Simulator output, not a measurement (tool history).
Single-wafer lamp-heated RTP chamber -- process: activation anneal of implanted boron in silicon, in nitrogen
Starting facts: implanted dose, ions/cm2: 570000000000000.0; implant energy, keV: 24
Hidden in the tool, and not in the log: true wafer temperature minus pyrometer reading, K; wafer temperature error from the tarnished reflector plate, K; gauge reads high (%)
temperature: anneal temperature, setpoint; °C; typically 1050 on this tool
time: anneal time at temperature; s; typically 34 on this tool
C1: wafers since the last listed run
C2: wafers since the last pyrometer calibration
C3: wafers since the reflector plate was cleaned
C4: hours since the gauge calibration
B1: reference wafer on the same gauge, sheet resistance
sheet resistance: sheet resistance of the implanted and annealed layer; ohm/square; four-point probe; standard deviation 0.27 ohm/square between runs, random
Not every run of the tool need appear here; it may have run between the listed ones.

{"run": 1, "hour": 0.0, "temperature": 1050, "time": 26, "C1": 0, "C2": 608, "C3": 14171, "C4": 166.8, "B1": 158.96, "sheet resistance": 179.42}
{"run": 2, "hour": 15.3, "temperature": 1050, "time": 26, "C1": 135, "C2": 743, "C3": 14306, "C4": 182.1, "B1": 159, "sheet resistance": 179.91}
{"run": 3, "hour": 32.1, "temperature": 1050, "time": 26, "C1": 148, "C2": 892, "C3": 14455, "C4": 198.9, "B1": 158.98, "sheet resistance": 179.74}
{"run": 4, "hour": 50.1, "temperature": 1050, "time": 34, "C1": 159, "C2": 1051, "C3": 14614, "C4": 216.9, "B1": 158.94, "sheet resistance": 179.17}
{"run": 5, "hour": 82.5, "temperature": 1050, "time": 34, "C1": 286, "C2": 1338, "C3": 14901, "C4": 249.3, "B1": 159.01, "sheet resistance": 178.64}
{"hour": 100.9, "done": "gauge calibrated"}
{"run": 6, "hour": 102.8, "temperature": 1050, "time": 34, "C1": 179, "C2": 1517, "C3": 15080, "C4": 1.9, "B1": 158.94, "sheet resistance": 178.83}
{"run": 7, "hour": 129.4, "temperature": 1069, "time": 47, "C1": 235, "C2": 1753, "C3": 15315, "C4": 28.5, "B1": 159.03, "sheet resistance": 176.63}
{"run": 8, "hour": 148.1, "temperature": 1050, "time": 34, "C1": 165, "C2": 1918, "C3": 15481, "C4": 47.2, "B1": 158.98, "sheet resistance": 178.87}
{"hour": 167.8, "done": "reflector plate cleaned"}
{"run": 9, "hour": 175.1, "temperature": 1080, "time": 53, "C1": 168, "C2": 2086, "C3": 65, "C4": 74.2, "B1": 158.94, "sheet resistance": 175.39}
{"hour": 203.4, "done": "pyrometer window cleaned and pyrometer calibrated"}
{"run": 10, "hour": 203.9, "temperature": 1077, "time": 34, "C1": 184, "C2": 4, "C3": 249, "C4": 103, "B1": 158.94, "sheet resistance": 177.37}
{"run": 11, "hour": 213.0, "temperature": 1062, "time": 26, "C1": 80, "C2": 84, "C3": 329, "C4": 112.1, "B1": 159.04, "sheet resistance": 178.75}
{"run": 12, "hour": 228.4, "temperature": 1050, "time": 34, "C1": 136, "C2": 221, "C3": 465, "C4": 127.5, "B1": 158.94, "sheet resistance": 178.77}
{"run": 13, "hour": 286.4, "temperature": 1076, "time": 42, "C1": 513, "C2": 734, "C3": 978, "C4": 185.5, "B1": 158.94, "sheet resistance": 176.65}
{"run": 14, "hour": 312.0, "temperature": 1028, "time": 52, "C1": 226, "C2": 960, "C3": 1205, "C4": 211.1, "B1": 159, "sheet resistance": 179.63}

Take each entry between the runs: how does the hidden state at the last listed run before it differ from the hidden state at the first listed run after it?
In the gap between runs 5 and 6: gauge calibrated (hour 100.9)
  the hidden state is the same at both runs
In the gap between runs 8 and 9: reflector plate cleaned (hour 167.8)
  the hidden state is the same at both runs
In the gap between runs 9 and 10: pyrometer window cleaned and pyrometer calibrated (hour 203.4)
  the hidden state is the same at both runs

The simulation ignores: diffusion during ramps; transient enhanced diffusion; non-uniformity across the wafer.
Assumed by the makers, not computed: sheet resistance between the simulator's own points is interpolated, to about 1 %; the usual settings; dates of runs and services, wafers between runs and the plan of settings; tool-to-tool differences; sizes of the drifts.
